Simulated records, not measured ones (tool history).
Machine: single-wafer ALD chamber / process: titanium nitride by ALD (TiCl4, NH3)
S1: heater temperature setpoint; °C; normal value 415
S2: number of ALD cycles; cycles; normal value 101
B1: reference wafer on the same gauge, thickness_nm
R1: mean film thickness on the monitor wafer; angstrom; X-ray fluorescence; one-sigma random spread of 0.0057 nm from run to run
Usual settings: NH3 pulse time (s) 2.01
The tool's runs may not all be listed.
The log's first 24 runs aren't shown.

{"run": 25, "hour": 517.9, "S1": 424, "S2": 101, "NH3 pulse time (s)": 1.32, "B1": 1.903, "R1": 22.31}
{"run": 26, "hour": 539.6, "S1": 424, "S2": 101, "NH3 pulse time (s)": 1.32, "B1": 1.907, "R1": 22.29}
{"run": 27, "hour": 579.6, "S1": 415, "S2": 101, "NH3 pulse time (s)": 2.01, "B1": 1.909, "R1": 22.97}
{"run": 28, "hour": 601.2, "S1": 422, "S2": 91, "NH3 pulse time (s)": 2.01, "B1": 1.913, "R1": 20.77}
{"run": 29, "hour": 616.8, "S1": 415, "S2": 86, "NH3 pulse time (s)": 2.01, "B1": 1.915, "R1": 19.64}
{"run": 30, "hour": 641.6, "S1": 422, "S2": 108, "NH3 pulse time (s)": 1.48, "B1": 1.916, "R1": 24.15}
{"run": 31, "hour": 669.7, "S1": 415, "S2": 101, "NH3 pulse time (s)": 2.01, "B1": 1.918, "R1": 23.08}
{"run": 32, "hour": 698.0, "S1": 415, "S2": 101, "NH3 pulse time (s)": 2.01, "B1": 1.92, "R1": 23.14}
{"run": 33, "hour": 716.1, "S1": 429, "S2": 95, "NH3 pulse time (s)": 2.81, "B1": 1.921, "R1": 22.07}
{"run": 34, "hour": 738.6, "S1": 415, "S2": 101, "NH3 pulse time (s)": 2.01, "B1": 1.923, "R1": 23.09}
{"run": 35, "hour": 763.3, "S1": 415, "S2": 101, "NH3 pulse time (s)": 2.53, "B1": 1.922, "R1": 23.3}
{"run": 36, "hour": 785.1, "S1": 415, "S2": 101, "NH3 pulse time (s)": 1.63, "B1": 1.923, "R1": 22.86}
{"run": 37, "hour": 818.3, "S1": 403, "S2": 101, "NH3 pulse time (s)": 2.01, "B1": 1.925, "R1": 23.08}

Forecast each of these 5 alternatives for the next run:
{"run": "A", "hour": 818.9, "S1": 415, "S2": 101, "NH3 pulse time (s)": 2.01, "B1": "?", "R1": "?"}
{"run": "B", "hour": 818.9, "S1": 415, "S2": 92, "NH3 pulse time (s)": 2.01, "B1": "?", "R1": "?"}
{"run": "C", "hour": 818.9, "S1": 401, "S2": 101, "NH3 pulse time (s)": 2.01, "B1": "?", "R1": "?"}
{"run": "D", "hour": 818.9, "S1": 415, "S2": 101, "NH3 pulse time (s)": 2.33, "B1": "?", "R1": "?"}
{"run": "E", "hour": 818.9, "S1": 409, "S2": 116, "NH3 pulse time (s)": 2.01, "B1": "?", "R1": "?"}

run=A B1=1.929 R1=23.04
run=B B1=1.929 R1=20.99
run=C B1=1.929 R1=22.93
run=D B1=1.929 R1=23.2
run=E B1=1.929 R1=26.41
Without the tool's hidden state the same runs would have given:
run=A R1=22.62
run=B R1=20.6
run=C R1=22.51
run=D R1=22.77
run=E R1=25.92

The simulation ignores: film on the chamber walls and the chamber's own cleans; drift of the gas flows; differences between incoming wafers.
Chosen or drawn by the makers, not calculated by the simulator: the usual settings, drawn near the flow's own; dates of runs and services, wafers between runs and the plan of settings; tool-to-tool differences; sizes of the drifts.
